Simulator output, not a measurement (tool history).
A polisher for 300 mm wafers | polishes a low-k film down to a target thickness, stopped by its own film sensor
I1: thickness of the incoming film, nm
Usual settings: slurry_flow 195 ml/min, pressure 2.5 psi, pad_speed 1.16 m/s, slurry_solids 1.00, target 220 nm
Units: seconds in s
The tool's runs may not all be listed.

Run 1, hour 0.0: usual settings; I1 316.4. Result: seconds 184.0 s.
At hour 7.2: conditioning disc replaced and pad reconditioned.
Run 2, hour 14.4: usual settings; I1 306.8. Result: seconds 165.3 s.
Run 3, hour 21.8: usual settings; I1 308.7. Result: seconds 168.9 s.
Run 4, hour 30.0: usual settings; I1 311.5. Result: seconds 175.8 s.
Run 5, hour 38.0: usual settings; I1 307.6. Result: seconds 162.9 s.
At hour 45.1: worn pad replaced by a new one.
Run 6, hour 78.9: usual settings but slurry_solids 1.10, target 231 nm; I1 312.5. Result: seconds 146.7 s.
Run 7, hour 85.1: usual settings but slurry_solids 1.10, target 231 nm; I1 309.4. Result: seconds 144.7 s.
Run 8, hour 94.1: usual settings but slurry_solids 1.10, target 231 nm; I1 308.8. Result: seconds 143.1 s.
Run 9, hour 106.9: usual settings; I1 305.8. Result: seconds 164.8 s.
At hour 112.8: conditioning disc replaced and pad reconditioned.
At hour 116.7: slurry blender recalibrated.
At hour 120.2: worn pad replaced by a new one.
Run 10, hour 120.7: usual settings; I1 311.7. Result: seconds 171.7 s.
Run 11, hour 133.1: usual settings but slurry_flow 150 ml/min, pressure 2.2 psi; I1 310.2. Result: seconds 194.1 s.
Run 12, hour 150.4: usual settings but pad_speed 1.30 m/s; I1 310.1. Result: seconds 154.7 s.
Run 13, hour 166.4: usual settings but slurry_solids 1.30, target 211 nm; I1 310.2. Result: seconds 165.3 s.
Run 14, hour 181.1: usual settings but pad_speed 1.44 m/s; I1 308.3. Result: seconds 138.5 s.
Run 15, hour 191.4: usual settings but slurry_flow 165 ml/min, pressure 2.0 psi, target 251 nm; I1 313.2. Result: seconds 143.9 s.
At hour 198.1: worn pad replaced by a new one.
Run 16, hour 198.9: usual settings but target 212 nm; I1 313.2. Result: seconds 193.0 s.
At hour 206.7: slurry nozzle cleaned.
Run 17, hour 216.6: usual settings but pressure 1.7 psi; I1 306.8. Result: seconds 218.4 s.
Run 18, hour 227.6: usual settings but pressure 2.0 psi, slurry_solids 1.15; I1 304.6. Result: seconds 181.2 s.
At hour 233.5: conditioning disc replaced and pad reconditioned.
At hour 235.0: head pressure recalibrated.
Run 19, hour 242.0: usual settings but pressure 2.8 psi, target 198 nm; I1 311.8. Result: seconds 200.0 s.
Run 20, hour 248.3: usual settings but slurry_flow 245 ml/min, pressure 2.9 psi, target 250 nm; I1 303.1. Result: seconds 88.0 s.
Run 21, hour 261.6: usual settings; I1 310.6. Result: seconds 175.3 s.
At hour 273.2: worn pad replaced by a new one.
Run 22, hour 278.9: usual settings; I1 307.1. Result: seconds 166.0 s.
Run 23, hour 290.7: usual settings but pressure 3.0 psi, target 209 nm; I1 309.1. Result: seconds 167.2 s.
Run 24, hour 298.5: usual settings; I1 310.7. Result: seconds 173.8 s.

4 ways to go on from here, each from the tool as it stands after run 24. What would each give?
Run A, hour 299.0: usual settings; I1 305.6. Result: seconds ?.
Run B, hour 299.0: usual settings but slurry_flow 230 ml/min, pad_speed 0.86 m/s, target 250 nm; I1 305.6. Result: seconds ?.
Run C, hour 299.0: usual settings but pad_speed 1.40 m/s; I1 305.6. Result: seconds ?.
Run D, hour 299.0: usual settings but slurry_flow 155 ml/min, pad_speed 0.84 m/s; I1 305.6. Result: seconds ?.

run  seconds
  A    164.2
  B    133.3
  C    141.3
  D    218.2
Without the tool's hidden state the same runs would have given:
run  seconds
  A    159.4
  B    129.3
  C    137.1
  D    211.7
